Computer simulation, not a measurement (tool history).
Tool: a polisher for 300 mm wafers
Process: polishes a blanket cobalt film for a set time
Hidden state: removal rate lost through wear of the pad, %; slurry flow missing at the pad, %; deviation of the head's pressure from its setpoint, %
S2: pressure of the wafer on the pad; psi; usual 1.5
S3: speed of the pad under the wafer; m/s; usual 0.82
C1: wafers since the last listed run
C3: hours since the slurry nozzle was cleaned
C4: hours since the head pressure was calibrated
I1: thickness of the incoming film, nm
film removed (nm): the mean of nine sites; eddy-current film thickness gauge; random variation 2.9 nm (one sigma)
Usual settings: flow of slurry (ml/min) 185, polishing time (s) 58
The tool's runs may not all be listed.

Run 1, day 0: usual settings but polishing time (s) 43; C1 0; wafers polished on this pad 31; C3 298.3; C4 192.9; I1 1156.8. Result: film removed (nm) 143.2.
Run 2, day 1.954: usual settings but flow of slurry (ml/min) 230, polishing time (s) 51; C1 375; wafers polished on this pad 406; C3 345.2; C4 239.8; I1 1155.5. Result: film removed (nm) 174.1.
At day 3.271: head pressure recalibrated.
Run 3, day 5.904: usual settings but flow of slurry (ml/min) 230, polishing time (s) 51; C1 743; wafers polished on this pad 1150; C3 440; C4 63.2; I1 1176.6. Result: film removed (nm) 174.1.
Run 4, day 8.604: usual settings but flow of slurry (ml/min) 230, polishing time (s) 51; C1 519; wafers polished on this pad 1669; C3 504.8; C4 128; I1 1172.9. Result: film removed (nm) 172.9.
Run 5, day 11.262: usual settings; C1 511; wafers polished on this pad 2180; C3 568.6; C4 191.8; I1 1155.9. Result: film removed (nm) 193.6.
At day 12.029: worn pad replaced by a new one.
Run 6, day 14.371: usual settings; C1 565; wafers polished on this pad 450; C3 643.2; C4 266.4; I1 1194.8. Result: film removed (nm) 193.1.
At day 15.962: head pressure recalibrated.
At day 15.967: slurry nozzle cleaned.
Run 7, day 16.767: usual settings; C1 444; wafers polished on this pad 894; C3 19.2; C4 19.3; I1 1149.2. Result: film removed (nm) 186.
Run 8, day 24.417: usual settings; C1 1471; wafers polished on this pad 2365; C3 202.8; C4 202.9; I1 1186.6. Result: film removed (nm) 192.1.
At day 26.6: worn pad replaced by a new one.
At day 27.371: head pressure recalibrated.
Run 9, day 28.292: usual settings; C1 697; wafers polished on this pad 309; C3 295.8; C4 22.1; I1 1160.1. Result: film removed (nm) 192.1.
Run 10, day 31.542: usual settings; C1 624; wafers polished on this pad 934; C3 373.8; C4 100.1; I1 1160.9. Result: film removed (nm) 193.1.
Run 11, day 33.812: usual settings but S3 0.62 m/s, polishing time (s) 69; C1 436; wafers polished on this pad 1371; C3 428.3; C4 154.6; I1 1161.2. Result: film removed (nm) 173.6.
Run 12, day 36.917: usual settings but flow of slurry (ml/min) 120, S3 1.1 m/s, polishing time (s) 43; C1 596; wafers polished on this pad 1968; C3 502.8; C4 229.1; I1 1160.9. Result: film removed (nm) 182.8.
At day 38.879: worn pad replaced by a new one.
Run 13, day 41.212: usual settings but flow of slurry (ml/min) 230, polishing time (s) 51; C1 794; wafers polished on this pad 448; C3 605.9; C4 332.2; I1 1184.7. Result: film removed (nm) 170.4.
At day 41.454: slurry nozzle cleaned.
At day 42.2: head pressure recalibrated.
Run 14, day 44.108: usual settings but flow of slurry (ml/min) 140, S2 1.1 psi, S3 1 m/s, polishing time (s) 69; C1 532; wafers polished on this pad 981; C3 63.7; C4 45.8; I1 1176.3. Result: film removed (nm) 201.2.
Run 15, day 47.738: usual settings but polishing time (s) 68; C1 697; wafers polished on this pad 1679; C3 150.8; C4 132.9; I1 1174. Result: film removed (nm) 229.
Run 16, day 51.821: usual settings; C1 785; wafers polished on this pad 2464; C3 248.8; C4 230.9; I1 1187.9. Result: film removed (nm) 186.2.
At day 52.729: worn pad replaced by a new one.
Run 17, day 55.175: usual settings but flow of slurry (ml/min) 125, S3 0.74 m/s; C1 612; wafers polished on this pad 470; C3 329.3; C4 311.4; I1 1147. Result: film removed (nm) 167.3.
At day 56.012: head pressure recalibrated.
Run 18, day 56.742: usual settings but S2 1 psi; C1 285; wafers polished on this pad 755; C3 366.9; C4 17.5; I1 1189.1. Result: film removed (nm) 127.4.
Run 19, day 60.262: usual settings but flow of slurry (ml/min) 150; C1 677; wafers polished on this pad 1432; C3 451.4; C4 102; I1 1158.3. Result: film removed (nm) 183.6.
Run 20, day 63.108: usual settings but flow of slurry (ml/min) 165, S2 1.9 psi; C1 547; wafers polished on this pad 1980; C3 519.7; C4 170.3; I1 1157.5. Result: film removed (nm) 247.5.
At day 64.512: worn pad replaced by a new one.
Run 21, day 65.475: usual settings; C1 423; wafers polished on this pad 185; C3 576.5; C4 227.1; I1 1159.8. Result: film removed (nm) 195.2.

3 ways to go on from here, each from the tool as it stands after run 21. What would each give?
Run A, day 65.492: usual settings; C1 3; wafers polished on this pad 188; C3 576.9; C4 227.5; I1 1167.5. Result: film removed (nm) ?.
Run B, day 65.492: usual settings but S2 1.8 psi, S3 0.56 m/s; C1 3; wafers polished on this pad 188; C3 576.9; C4 227.5; I1 1167.5. Result: film removed (nm) ?.
Run C, day 65.492: usual settings but S2 1.1 psi, polishing time (s) 67; C1 3; wafers polished on this pad 188; C3 576.9; C4 227.5; I1 1167.5. Result: film removed (nm) ?.

run  film removed (nm)
  A              193.4
  B              158.5
  C              163.8
Without the tool's hidden state the same runs would have given:
run  film removed (nm)
  A              193.4
  B              158.5
  C              163.8
